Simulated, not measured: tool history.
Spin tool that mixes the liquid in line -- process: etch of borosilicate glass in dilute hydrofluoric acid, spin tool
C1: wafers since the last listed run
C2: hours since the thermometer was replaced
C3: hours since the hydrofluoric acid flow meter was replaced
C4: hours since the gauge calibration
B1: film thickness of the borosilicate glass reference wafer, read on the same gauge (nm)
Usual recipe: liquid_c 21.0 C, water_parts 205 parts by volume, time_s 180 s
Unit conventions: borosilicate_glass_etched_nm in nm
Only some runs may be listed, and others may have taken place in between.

run 1 day=0.000 | liquid_c=19.0 water_parts=250 time_s=180 | C1=0 C2=1494.2 C3=296.6 C4=533.8 | B1=70.03 | borosilicate_glass_etched_nm=8.49
run 2 day=4.100 | liquid_c=19.0 water_parts=250 time_s=180 | C1=746 C2=1592.6 C3=395.0 C4=632.2 | B1=70.06 | borosilicate_glass_etched_nm=8.36
run 3 day=7.683 | liquid_c=21.0 water_parts=205 time_s=180 | C1=652 C2=1678.6 C3=481.0 C4=718.2 | B1=70.04 | borosilicate_glass_etched_nm=11.52
-- day=7.996 hydrofluoric acid flow meter replaced
run 4 day=9.688 | liquid_c=21.0 water_parts=205 time_s=180 | C1=357 C2=1726.7 C3=40.6 C4=766.3 | B1=69.99 | borosilicate_glass_etched_nm=11.59
run 5 day=12.971 | liquid_c=21.0 water_parts=205 time_s=180 | C1=597 C2=1805.5 C3=119.4 C4=845.1 | B1=70.03 | borosilicate_glass_etched_nm=11.44
run 6 day=16.050 | liquid_c=21.0 water_parts=205 time_s=180 | C1=560 C2=1879.4 C3=193.3 C4=919.0 | B1=70.02 | borosilicate_glass_etched_nm=11.50
-- day=18.475 gauge calibrated
run 7 day=19.367 | liquid_c=21.0 water_parts=135 time_s=180 | C1=603 C2=1959.0 C3=272.9 C4=21.4 | B1=69.99 | borosilicate_glass_etched_nm=18.82
run 8 day=23.492 | liquid_c=21.0 water_parts=135 time_s=180 | C1=751 C2=2058.0 C3=371.9 C4=120.4 | B1=69.93 | borosilicate_glass_etched_nm=18.72
run 9 day=25.221 | liquid_c=21.0 water_parts=205 time_s=180 | C1=314 C2=2099.5 C3=413.4 C4=161.9 | B1=70.00 | borosilicate_glass_etched_nm=11.50
run 10 day=27.054 | liquid_c=21.0 water_parts=230 time_s=275 | C1=333 C2=2143.5 C3=457.4 C4=205.9 | B1=69.98 | borosilicate_glass_etched_nm=15.31
-- day=27.262 hydrofluoric acid flow meter replaced
run 11 day=30.379 | liquid_c=19.5 water_parts=150 time_s=80 | C1=597 C2=2223.3 C3=74.8 C4=285.7 | B1=69.98 | borosilicate_glass_etched_nm=7.02
run 12 day=32.342 | liquid_c=19.0 water_parts=250 time_s=180 | C1=357 C2=2270.4 C3=121.9 C4=332.8 | B1=70.00 | borosilicate_glass_etched_nm=8.32
run 13 day=34.783 | liquid_c=25.0 water_parts=275 time_s=125 | C1=444 C2=2329.0 C3=180.5 C4=391.4 | B1=70.01 | borosilicate_glass_etched_nm=6.41
-- day=42.846 thermometer replaced
run 14 day=43.188 | liquid_c=21.0 water_parts=240 time_s=180 | C1=1522 C2=8.2 C3=382.2 C4=593.1 | B1=70.02 | borosilicate_glass_etched_nm=9.58
run 15 day=47.288 | liquid_c=26.0 water_parts=205 time_s=95 | C1=746 C2=106.6 C3=480.6 C4=691.5 | B1=70.00 | borosilicate_glass_etched_nm=7.37
run 16 day=49.292 | liquid_c=21.0 water_parts=205 time_s=180 | C1=364 C2=154.7 C3=528.7 C4=739.6 | B1=70.00 | borosilicate_glass_etched_nm=11.55
-- day=51.683 gauge calibrated
-- day=51.983 hydrofluoric acid flow meter replaced
run 17 day=52.600 | liquid_c=21.0 water_parts=205 time_s=180 | C1=594 C2=234.1 C3=14.8 C4=22.0 | B1=70.00 | borosilicate_glass_etched_nm=11.43
run 18 day=54.492 | liquid_c=21.0 water_parts=205 time_s=180 | C1=344 C2=279.5 C3=60.2 C4=67.4 | B1=69.96 | borosilicate_glass_etched_nm=11.54
run 19 day=58.575 | liquid_c=23.0 water_parts=205 time_s=225 | C1=743 C2=377.5 C3=158.2 C4=165.4 | B1=69.96 | borosilicate_glass_etched_nm=15.51

Hidden state at the last listed run before each entry between runs and at the first one after, where it differs:
Run 3 -> run 4: hydrofluoric acid flow meter replaced (day 7.996)
  nothing in the hidden state changes from one run to the other
Run 6 -> run 7: gauge calibrated (day 18.475)
  nothing in the hidden state changes from one run to the other
Run 10 -> run 11: hydrofluoric acid flow meter replaced (day 27.262)
  nothing in the hidden state changes from one run to the other
Run 13 -> run 14: thermometer replaced (day 42.846)
  nothing in the hidden state changes from one run to the other
Run 16 -> run 17: gauge calibrated (day 51.683); hydrofluoric acid flow meter replaced (day 51.983)
  nothing in the hidden state changes from one run to the other
